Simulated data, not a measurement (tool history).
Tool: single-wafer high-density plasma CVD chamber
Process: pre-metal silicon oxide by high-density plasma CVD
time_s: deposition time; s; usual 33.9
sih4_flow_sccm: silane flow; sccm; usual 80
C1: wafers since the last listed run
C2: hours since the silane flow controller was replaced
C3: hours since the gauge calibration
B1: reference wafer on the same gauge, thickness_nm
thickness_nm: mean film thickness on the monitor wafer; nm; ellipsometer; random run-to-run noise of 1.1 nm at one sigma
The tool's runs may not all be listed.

Run 1, day 0.000: usual settings but sih4_flow_sccm 70 sccm; C1 0; C2 2715.6; C3 1714.3; B1 351.088. Result: thickness_nm 271.293 nm.
Run 2, day 3.246: usual settings but sih4_flow_sccm 70 sccm; C1 1558; C2 2793.5; C3 1792.2; B1 351.058. Result: thickness_nm 270.844 nm.
Run 3, day 6.788: usual settings; C1 1700; C2 2878.5; C3 1877.2; B1 350.610. Result: thickness_nm 302.874 nm.
Run 4, day 11.100: usual settings; C1 2070; C2 2982.0; C3 1980.7; B1 351.028. Result: thickness_nm 301.141 nm.
Run 5, day 15.521: usual settings; C1 2122; C2 3088.1; C3 2086.8; B1 350.452. Result: thickness_nm 304.518 nm.
Run 6, day 17.958: usual settings; C1 1170; C2 3146.6; C3 2145.3; B1 351.347. Result: thickness_nm 303.357 nm.
Run 7, day 21.517: usual settings; C1 1708; C2 3232.0; C3 2230.7; B1 351.527. Result: thickness_nm 305.006 nm.
Run 8, day 24.679: usual settings; C1 1518; C2 3307.9; C3 2306.6; B1 351.160. Result: thickness_nm 303.998 nm.
Run 9, day 26.983: usual settings; C1 1106; C2 3363.2; C3 2361.9; B1 351.222. Result: thickness_nm 306.616 nm.
Run 10, day 29.408: usual settings; C1 1164; C2 3421.4; C3 2420.1; B1 350.283. Result: thickness_nm 307.790 nm.
Run 11, day 32.758: usual settings; C1 1608; C2 3501.8; C3 2500.5; B1 350.859. Result: thickness_nm 307.913 nm.
At day 32.958: gauge calibrated.
Run 12, day 35.846: usual settings; C1 1482; C2 3575.9; C3 69.3; B1 350.755. Result: thickness_nm 306.156 nm.
Run 13, day 40.250: usual settings; C1 2114; C2 3681.6; C3 175.0; B1 350.523. Result: thickness_nm 310.111 nm.
Run 14, day 42.596: usual settings; C1 1126; C2 3737.9; C3 231.3; B1 350.999. Result: thickness_nm 309.470 nm.
At day 48.621: silane flow controller replaced.
Run 15, day 50.042: usual settings but time_s 29.5 s, sih4_flow_sccm 86 sccm; C1 3414; C2 34.1; C3 410.0; B1 350.678. Result: thickness_nm 271.911 nm.
Run 16, day 52.267: usual settings; C1 1068; C2 87.5; C3 463.4; B1 351.619. Result: thickness_nm 293.515 nm.
Run 17, day 55.329: usual settings but time_s 31.2 s, sih4_flow_sccm 64 sccm; C1 1470; C2 161.0; C3 536.9; B1 351.428. Result: thickness_nm 225.870 nm.
Run 18, day 57.721: usual settings; C1 1148; C2 218.4; C3 594.3; B1 350.203. Result: thickness_nm 295.490 nm.
Run 19, day 61.442: usual settings; C1 1786; C2 307.7; C3 683.6; B1 350.720. Result: thickness_nm 292.051 nm.
Run 20, day 65.904: usual settings but time_s 30.5 s, sih4_flow_sccm 67 sccm; C1 2142; C2 414.8; C3 790.7; B1 350.823. Result: thickness_nm 227.060 nm.
Run 21, day 68.133: usual settings but time_s 40.3 s; C1 1070; C2 468.3; C3 844.2; B1 351.421. Result: thickness_nm 348.318 nm.
Run 22, day 71.396: usual settings but time_s 35.7 s, sih4_flow_sccm 84 sccm; C1 1566; C2 546.6; C3 922.5; B1 350.964. Result: thickness_nm 322.276 nm.
Run 23, day 73.788: usual settings but time_s 40.4 s, sih4_flow_sccm 73 sccm; C1 1148; C2 604.0; C3 979.9; B1 350.849. Result: thickness_nm 325.712 nm.
Run 24, day 75.304: usual settings but sih4_flow_sccm 87 sccm; C1 728; C2 640.4; C3 1016.3; B1 350.602. Result: thickness_nm 313.402 nm.
Run 25, day 78.075: usual settings; C1 1330; C2 706.9; C3 1082.8; B1 351.292. Result: thickness_nm 294.085 nm.
Run 26, day 79.892: usual settings; C1 872; C2 750.5; C3 1126.4; B1 350.727. Result: thickness_nm 292.288 nm.
Run 27, day 82.779: usual settings but time_s 27.5 s; C1 1386; C2 819.8; C3 1195.7; B1 351.046. Result: thickness_nm 238.647 nm.
Run 28, day 85.521: usual settings but time_s 38.7 s, sih4_flow_sccm 93 sccm; C1 1316; C2 885.6; C3 1261.5; B1 351.313. Result: thickness_nm 382.289 nm.
Run 29, day 89.033: usual settings but time_s 39.6 s; C1 1686; C2 969.9; C3 1345.8; B1 350.908. Result: thickness_nm 341.677 nm.
Run 30, day 91.508: usual settings but time_s 29.5 s, sih4_flow_sccm 72 sccm; C1 1188; C2 1029.3; C3 1405.2; B1 351.232. Result: thickness_nm 234.596 nm.

Selected run-to-run steps in thickness_nm, each split into two signed amounts: the part the tool would show with no hidden state at all (from settings, incoming material and random variation), and the remainder, which goes to the hidden state together with any gauge scatter not common to the measured and the hidden-state-free results:
The tool's hidden condition here consists of: delivered silane flow above the setpoint (%); gauge reads high (%).
Run 2 -> 3: sih4_flow_sccm 70 -> 80. thickness_nm +32.030 nm: hidden state +1.464, all else +30.566.
Run 12 -> 13: nothing adjusted, nothing logged. thickness_nm +3.955 nm: hidden state +1.030, all else +2.925.
Run 14 -> 15: time_s 33.9 -> 29.5, sih4_flow_sccm 80 -> 86, silane flow controller replaced. thickness_nm -37.559 nm: hidden state -16.077, all else -21.482.
Run 20 -> 21: time_s 30.5 -> 40.3, sih4_flow_sccm 67 -> 80. thickness_nm +121.258 nm: hidden state +0.036, all else +121.222.
Run 27 -> 28: time_s 27.5 -> 38.7, sih4_flow_sccm 80 -> 93. thickness_nm +143.642 nm: hidden state +0.416, all else +143.226.
Run 29 -> 30: time_s 39.6 -> 29.5, sih4_flow_sccm 80 -> 72. thickness_nm -107.081 nm: hidden state -0.189, all else -106.892.
